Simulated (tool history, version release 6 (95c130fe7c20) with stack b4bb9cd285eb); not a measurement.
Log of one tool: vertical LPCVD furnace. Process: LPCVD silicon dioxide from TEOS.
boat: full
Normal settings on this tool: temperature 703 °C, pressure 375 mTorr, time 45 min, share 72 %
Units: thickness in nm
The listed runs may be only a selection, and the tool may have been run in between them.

run	hour	temperature	pressure	time	share	wafers since the last listed run	hours since the last temperature calibration	hours since the pressure gauge was zeroed	hours since the TEOS flow controller was replaced	hours since the gauge calibration	read-back reference wafer on the same gauge, thickness	thickness
1	0	703	375	45	72	0	2464.2	2247.6	584.9	2119.2	337.97	374.58
2	299.3	703	315	58.5	72	2252	2763.5	2546.9	884.2	2418.5	337.94	447.21
3	358.5	703	315	58.5	72	445	2822.7	2606.1	943.4	2477.7	338.14	447.81
4	647.4	703	375	45	72	2174	3111.6	2895	1232.3	2766.6	338.1	376.25
5	753.3	703	375	45	72	797	3217.5	3000.9	1338.2	2872.5	338.09	378.65
6	816.6	708	375	45	72	476	3280.8	3064.2	1401.5	2935.8	337.98	425.49
7	869.7	708	375	45	72	399	3333.9	3117.3	1454.6	2988.9	337.89	425.6
8	915.5	708	375	45	72	344	3379.7	3163.1	1500.4	3034.7	338.15	425.92
9	1071.8	713	375	45	61	1176	3536	3319.4	1656.7	3191	337.85	439.22
10	1327.5	703	375	45	72	1924	3791.7	3575.1	1912.4	3446.7	338.16	383.57
# hour 1341: gauge calibrated
11	1414.5	703	375	45	72	654	3878.7	3662.1	1999.4	73.5	338.11	382.78
12	1481.8	703	375	45	72	506	3946	3729.4	2066.7	140.8	338.12	382.22
13	1522.8	703	375	33	72	308	3987	3770.4	2107.7	181.8	337.94	281.37
14	1563	703	375	33	72	302	4027.2	3810.6	2147.9	222	337.82	279.5
15	1629.1	703	375	33	72	497	4093.3	3876.7	2214	288.1	337.9	280.48
# hour 1725: TEOS flow controller replaced
16	1819.6	703	375	38	72	1253	4283.8	4067.2	94.6	478.6	338.27	324.53
17	1867.5	703	375	31	72	360	4331.7	4115.1	142.5	526.5	338.2	265.94
# hour 1945: pressure gauge zeroed
18	1950.7	710	375	45	72	445	4414.9	5.7	225.7	609.7	338.25	452.83
19	2025.2	715	405	45	66	560	4489.4	80.2	300.2	684.2	338.28	505.55
20	2130.3	703	430	45	58	791	4594.5	185.3	405.3	789.3	337.88	373.83
21	2179.8	703	375	45	77	372	4644	234.8	454.8	838.8	338.22	400.33
# hour 2239.7: thermocouples replaced and temperature profile calibrated
22	2267.6	703	375	58	72	480	27.9	322.6	542.6	926.6	338.11	475.67
23	2337.7	703	375	45	72	527	98	392.7	612.7	996.7	338	369.48
24	2402.5	703	460	45	60	487	162.8	457.5	677.5	1061.5	337.92	372.35
25	2463	692	290	45	72	455	223.3	518	738	1122	338.25	252.39
26	2515.1	703	375	45	72	392	275.4	570.1	790.1	1174.1	338.09	371.98
27	2608.1	703	375	45	72	699	368.4	663.1	883.1	1267.1	337.86	370.45
28	2715.9	703	315	45	79	811	476.2	770.9	990.9	1374.9	338	354.24
29	2760.8	703	375	45	72	337	521.1	815.8	1035.8	1419.8	338	369.98
30	2839.8	703	375	45	72	594	600.1	894.8	1114.8	1498.8	337.89	368.46
31	2912.6	703	375	45	72	547	672.9	967.6	1187.6	1571.6	337.8	369.44

Each row is a separate what-if for the run after 31, all from the same tool condition, not one after another. Results?
A	2917.8	703	375	45	72	39	678.1	972.8	1192.8	1576.8	?	?
B	2917.8	692	375	45	72	39	678.1	972.8	1192.8	1576.8	?	?
C	2917.8	703	455	45	72	39	678.1	972.8	1192.8	1576.8	?	?
D	2917.8	703	375	45	84	39	678.1	972.8	1192.8	1576.8	?	?

run	read-back reference wafer on the same gauge, thickness	thickness
A	337.85	369.22
B	337.85	285.53
C	337.85	406.71
D	337.85	398.81
The same runs, with their run-to-run variation unchanged, on a tool lacking any hidden condition would have given:
run	thickness
A	367.17
B	283.91
C	404.45
D	396.59
